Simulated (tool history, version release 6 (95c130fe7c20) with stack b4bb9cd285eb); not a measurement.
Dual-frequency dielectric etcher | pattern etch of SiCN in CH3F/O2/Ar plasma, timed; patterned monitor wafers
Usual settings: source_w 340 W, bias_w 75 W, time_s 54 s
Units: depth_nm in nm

run,hour,source_w,bias_w,time_s,wafers since the last listed run,hours since the last wet clean,hours since the last source power generator calibration,hours since the last bias power generator calibration,hours since the last upper electrode change,hours since the gauge calibration,"read-back reference wafer on the same gauge, depth_nm",depth_nm
1,0,340,75,54,0,292.3,1929.7,2126.4,5573.8,210.6,18.31,20.17
2,9.9,340,75,54,82,302.2,1939.6,2136.3,5583.7,220.5,18.31,19.99
3,20.3,340,75,54,86,312.6,1950,2146.7,5594.1,230.9,18.31,20.44
4,34.6,340,75,54,118,326.9,1964.3,2161,5608.4,245.2,18.29,20.37
5,49.1,340,75,54,120,341.4,1978.8,2175.5,5622.9,259.7,18.34,20.16
6,65.4,340,75,54,135,357.7,1995.1,2191.8,5639.2,276,18.32,20.44
7,77.6,340,75,54,101,369.9,2007.3,2204,5651.4,288.2,18.35,20.27
8,91.4,360,68,54,114,383.7,2021.1,2217.8,5665.2,302,18.29,20.09
# hour 102.6: source power generator calibrated
9,103.2,360,68,54,64,395.5,0.6,2229.6,5677,313.8,18.29,20.43
# hour 133.9: upper electrode replaced
10,134.4,360,68,54,59,426.7,31.8,2260.8,0.5,345,18.26,20.5
11,134.7,340,75,54,2,427,32.1,2261.1,0.8,345.3,18.28,20.55
12,148.4,340,75,54,113,440.7,45.8,2274.8,14.5,359,18.32,20.49
# hour 153.2: gauge calibrated
13,155.6,340,75,54,59,447.9,53,2282,21.7,2.4,18.3,20.36
14,173,410,83,54,144,465.3,70.4,2299.4,39.1,19.8,18.3,23.18
15,184.6,340,59,63,96,476.9,82,2311,50.7,31.4,18.29,22.06
# hour 219.4: wet clean of the chamber
# hour 219.5: bias power generator calibrated
16,219.9,290,94,54,93,0.5,117.3,0.4,86,66.7,18.28,19.86
17,220.2,290,94,54,2,0.8,117.6,0.7,86.3,67,18.26,19.58
18,220.6,290,94,54,3,1.2,118,1.1,86.7,67.4,18.29,19.77
19,221.8,410,86,59,9,2.4,119.2,2.3,87.9,68.6,18.31,25.1
20,235.3,360,68,54,111,15.9,132.7,15.8,101.4,82.1,18.29,19.64
21,249.6,370,75,54,118,30.2,147,30.1,115.7,96.4,18.32,20.66
22,261.3,340,75,54,97,41.9,158.7,41.8,127.4,108.1,18.34,19.92
23,274,340,75,54,105,54.6,171.4,54.5,140.1,120.8,18.32,20
24,283.6,340,80,38,79,64.2,181,64.1,149.7,130.4,18.31,14.28
25,291.7,340,85,54,67,72.3,189.1,72.2,157.8,138.5,18.29,20.67
26,302.3,380,75,54,87,82.9,199.7,82.8,168.4,149.1,18.34,21.06
27,314.2,410,81,47.5,98,94.8,211.6,94.7,180.3,161,18.33,19.99

Measured less the same run without the tool's hidden state. The same run-to-run variation is in both; the gauge's scatter may not be:
The hidden state here: etch rate over this chamber's usual, %; source power that arrives over what is set, %; bias power that arrives over what is set, %; gauge reads high (%).
run,depth_nm
1,+0.39
2,+0.41
3,+0.44
4,+0.46
5,+0.49
6,+0.53
7,+0.54
8,+0.57
9,+0.6
10,+0.66
11,+0.66
12,+0.68
13,+0.7
14,+0.82
15,+0.81
16,-0.06
17,-0.06
18,-0.06
19,-0.07
20,-0.02
21,+0
22,+0.03
23,+0.05
24,+0.05
25,+0.09
26,+0.11
27,+0.13

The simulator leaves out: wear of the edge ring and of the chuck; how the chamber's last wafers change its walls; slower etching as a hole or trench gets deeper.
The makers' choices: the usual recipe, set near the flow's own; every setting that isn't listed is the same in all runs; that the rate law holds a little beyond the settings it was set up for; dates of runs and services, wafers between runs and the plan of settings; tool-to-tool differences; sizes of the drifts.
